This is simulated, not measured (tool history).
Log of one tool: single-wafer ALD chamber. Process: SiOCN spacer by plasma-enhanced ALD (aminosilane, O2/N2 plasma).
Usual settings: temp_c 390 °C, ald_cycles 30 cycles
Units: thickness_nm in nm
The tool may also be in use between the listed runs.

| run | hour | temp_c | ald_cycles | read-back reference wafer on the same gauge, thickness_nm | thickness_nm |
|---|---|---|---|---|---|
| 1 | 0.0 | 390 | 30 | 1.809 | 1.843 |
| 2 | 31.8 | 390 | 30 | 1.811 | 1.851 |
| 3 | 55.0 | 390 | 30 | 1.809 | 1.845 |
| 4 | 83.5 | 390 | 33 | 1.812 | 2.038 |
| 5 | 111.5 | 390 | 33 | 1.815 | 2.037 |
| 6 | 137.8 | 390 | 33 | 1.816 | 2.037 |
| 7 | 158.2 | 390 | 30 | 1.817 | 1.851 |
| 8 | 181.7 | 390 | 30 | 1.821 | 1.867 |
| 9 | 215.3 | 384 | 27 | 1.821 | 1.669 |
|  | 228.7 | gauge calibrated |
| 10 | 269.3 | 399 | 30 | 1.797 | 1.832 |
| 11 | 283.9 | 381 | 30 | 1.796 | 1.840 |
|  | 292.6 | thermocouple changed; heater temperature recalibrated |
| 12 | 302.1 | 401 | 30 | 1.798 | 1.834 |
| 13 | 328.5 | 390 | 30 | 1.800 | 1.843 |
| 14 | 359.7 | 400 | 30 | 1.804 | 1.838 |
| 15 | 376.3 | 375 | 34 | 1.804 | 2.090 |
| 16 | 394.1 | 381 | 24 | 1.803 | 1.468 |

4 ways to go on from here, each from the tool as it stands after run 16. What would each give?
| A | 394.6 | 390 | 36 | ? | ? |
| B | 394.6 | 400 | 28 | ? | ? |
| C | 394.6 | 397 | 27 | ? | ? |
| D | 394.6 | 390 | 24 | ? | ? |

| run | read-back reference wafer on the same gauge, thickness_nm | thickness_nm |
|---|---|---|
| A | 1.808 | 2.204 |
| B | 1.808 | 1.714 |
| C | 1.808 | 1.653 |
| D | 1.808 | 1.470 |
Without the tool's hidden state the same runs would have given:
| run | thickness_nm |
|---|---|
| A | 2.185 |
| B | 1.700 |
| C | 1.639 |
| D | 1.457 |
